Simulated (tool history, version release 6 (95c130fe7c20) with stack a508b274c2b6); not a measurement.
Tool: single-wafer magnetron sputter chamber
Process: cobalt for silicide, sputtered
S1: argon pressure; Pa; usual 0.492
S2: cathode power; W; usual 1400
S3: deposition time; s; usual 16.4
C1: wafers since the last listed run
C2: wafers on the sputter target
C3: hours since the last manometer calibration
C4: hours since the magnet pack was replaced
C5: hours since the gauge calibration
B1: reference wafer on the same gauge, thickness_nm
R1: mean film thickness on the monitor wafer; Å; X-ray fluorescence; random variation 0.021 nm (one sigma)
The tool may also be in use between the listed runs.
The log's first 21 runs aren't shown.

run,hour,S1,S2,S3,C1,C2,C3,C4,C5,B1,R1
# hour 501.5: sputter target and shields replaced
22,515.1,0.598,1200,16.4,627,360,279.5,55.1,66.5,11.36,87.41
23,528.3,0.492,1650,13.6,350,711,292.7,68.3,79.7,11.362,103.29
24,564.1,0.492,1250,17.5,951,1663,328.5,104.1,115.5,11.358,100.28
25,625.5,0.424,1400,16.4,1632,3295,389.9,165.5,176.9,11.351,106.9
26,654.2,0.64,1500,18.2,762,4058,418.6,194.2,205.6,11.334,119.6
# hour 697.5: sputter target and shields replaced
27,698,0.492,1400,16.4,951,13,462.4,238,249.4,11.327,105.36
28,709.5,0.331,1200,18.8,305,319,473.9,249.5,260.9,11.327,107.93
29,727,0.492,1400,16.4,465,784,491.4,267,278.4,11.328,105.41
30,749.5,0.656,1250,16.4,598,1382,513.9,289.5,300.9,11.312,89.42
31,768.9,0.576,1100,13.4,515,1898,533.3,308.9,320.3,11.312,65.7
32,801.3,0.377,1700,16.4,861,2759,565.7,341.3,352.7,11.301,131.85
33,818.7,0.377,1700,16.4,462,3222,583.1,358.7,370.1,11.282,131.82
34,851.1,0.689,1400,16.4,861,4083,615.5,391.1,402.5,11.277,98.39

5 ways to go on from here, each from the tool as it stands after run 34. What would each give?
A,851.5,0.492,1400,14.3,10,4093,615.9,391.5,402.9,?,?
B,851.5,0.492,1250,17.4,10,4093,615.9,391.5,402.9,?,?
C,851.5,0.649,1600,17.3,10,4093,615.9,391.5,402.9,?,?
D,851.5,0.492,1400,14.7,10,4093,615.9,391.5,402.9,?,?
E,851.5,0.492,1750,16.4,10,4093,615.9,391.5,402.9,?,?

run,B1,R1
A,11.278,91.11
B,11.278,98.98
C,11.278,120.33
D,11.278,93.65
E,11.278,130.61
Without the tool's hidden state the same runs would have given:
run,R1
A,92.12
B,100.08
C,121.67
D,94.69
E,132.06
